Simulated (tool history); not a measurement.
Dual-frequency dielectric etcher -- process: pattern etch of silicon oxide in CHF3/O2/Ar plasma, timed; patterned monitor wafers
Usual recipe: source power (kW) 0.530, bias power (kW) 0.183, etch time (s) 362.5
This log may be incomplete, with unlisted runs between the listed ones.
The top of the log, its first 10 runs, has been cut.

run,hour,source power (kW),bias power (kW),etch time (s),wafers since the last listed run,hours since the last wet clean,hours since the last source power generator calibration,hours since the last bias power generator calibration,hours since the last upper electrode change,hours since the gauge calibration,"read-back reference wafer on the same gauge, depth_nm",mean etch depth across the wafer (Å)
11,526.8,0.530,0.183,362.5,86,279.5,4001.3,1906.8,4834.6,329.0,661.9,6821
12,557.5,0.580,0.199,311.0,90,310.2,4032.0,1937.5,4865.3,359.7,661.7,6169
13,599.1,0.470,0.183,418.0,122,351.8,4073.6,1979.1,4906.9,401.3,661.7,7478
14,637.6,0.500,0.183,311.0,113,390.3,4112.1,2017.6,4945.4,439.8,662.4,5708
15,673.7,0.560,0.183,305.5,106,426.4,4148.2,2053.7,4981.5,475.9,662.7,5837
# hour 719.3: wet clean of the chamber
16,719.8,0.440,0.183,362.5,65,0.5,4194.3,2099.8,5027.6,522.0,661.2,6320
17,763.4,0.410,0.162,262.0,128,44.1,4237.9,2143.4,5071.2,565.6,662.9,4377
18,793.6,0.530,0.142,261.0,88,74.3,4268.1,2173.6,5101.4,595.8,661.7,4687
# hour 811.9: source power generator calibrated
19,842.6,0.400,0.201,362.5,132,123.3,30.7,2222.6,5150.4,644.8,661.5,6202
20,902.2,0.470,0.183,362.5,175,182.9,90.3,2282.2,5210.0,704.4,662.1,6513
21,939.6,0.530,0.151,407.5,110,220.3,127.7,2319.6,5247.4,741.8,662.4,7444
22,976.6,0.470,0.219,362.5,108,257.3,164.7,2356.6,5284.4,778.8,661.4,6734
# hour 994.7: bias power generator calibrated
# hour 1007.6: upper electrode replaced
# hour 1115.8: wet clean of the chamber
23,1116.3,0.570,0.224,405.5,290,0.5,304.4,121.6,108.7,918.5,661.7,8119
24,1165.1,0.530,0.183,362.5,143,49.3,353.2,170.4,157.5,967.3,662.5,6739
25,1235.8,0.410,0.162,262.0,207,120.0,423.9,241.1,228.2,1038.0,661.6,4356
26,1299.6,0.530,0.197,319.5,187,183.8,487.7,304.9,292.0,1101.8,661.6,6046
27,1362.4,0.530,0.183,362.5,184,246.6,550.5,367.7,354.8,1164.6,662.6,6783
28,1401.8,0.530,0.212,362.5,115,286.0,589.9,407.1,394.2,1204.0,663.1,6970
29,1428.9,0.530,0.183,390.0,79,313.1,617.0,434.2,421.3,1231.1,661.4,7305
# hour 1488.5: wet clean of the chamber
30,1489.0,0.530,0.183,362.5,106,0.5,677.1,494.3,481.4,1291.2,662.4,6797
31,1534.6,0.530,0.165,469.0,134,46.1,722.7,539.9,527.0,1336.8,661.3,8638

Here are 3 independent what-if runs from the current tool condition. What would each one return?
A,1535.1,0.530,0.183,362.5,1,46.6,723.2,540.4,527.5,1337.3,?,?
B,1535.1,0.530,0.210,290.5,1,46.6,723.2,540.4,527.5,1337.3,?,?
C,1535.1,0.530,0.183,279.0,1,46.6,723.2,540.4,527.5,1337.3,?,?

run,"read-back reference wafer on the same gauge, depth_nm",mean etch depth across the wafer (Å)
A,662.0,6817
B,662.0,5608
C,662.0,5247
The same runs, with their run-to-run variation unchanged, on a tool lacking any hidden condition would have given:
run,mean etch depth across the wafer (Å)
A,6817
B,5608
C,5247
